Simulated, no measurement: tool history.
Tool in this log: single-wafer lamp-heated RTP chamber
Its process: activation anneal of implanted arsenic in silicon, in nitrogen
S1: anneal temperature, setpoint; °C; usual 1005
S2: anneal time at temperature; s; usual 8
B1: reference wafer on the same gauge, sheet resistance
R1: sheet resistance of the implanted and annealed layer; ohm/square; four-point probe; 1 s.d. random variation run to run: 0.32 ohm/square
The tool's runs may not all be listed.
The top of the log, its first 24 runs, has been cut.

run	hour	S1	S2	B1	R1
25	650.8	1005	8	181.01	211.04
26	671.2	1016	8	180.95	209.07
27	693.1	1035	10	180.93	204.11
28	715.1	1005	8	181.01	209.94
# hour 731.5: pyrometer window cleaned and pyrometer calibrated
29	743.5	1018	6	181.07	211.58
# hour 757.8: reflector plate cleaned
30	759.6	1005	8	181	211.83
31	786.2	994	12	180.97	211.09
32	802.7	997	10	181.15	211.33
33	817.8	1021	11	181.02	206.18
34	840.9	1005	8	180.99	211.31
35	853.3	1005	8	180.98	211.37
36	869.6	1005	8	181	211.4
37	886.9	1005	6	181.01	213.31

Here are 4 independent what-if runs from the current tool condition. What would each one return?
A	887.3	1005	8	?	?
B	887.3	994	4	?	?
C	887.3	977	4	?	?
D	887.3	1023	9	?	?

run	B1	R1
A	180.94	211.81
B	180.94	217.51
C	180.94	220.27
D	180.94	208.34
With the hidden condition removed and each run's random variation left untouched, the same runs would have given:
run	R1
A	212.31
B	218.07
C	221.03
D	208.97

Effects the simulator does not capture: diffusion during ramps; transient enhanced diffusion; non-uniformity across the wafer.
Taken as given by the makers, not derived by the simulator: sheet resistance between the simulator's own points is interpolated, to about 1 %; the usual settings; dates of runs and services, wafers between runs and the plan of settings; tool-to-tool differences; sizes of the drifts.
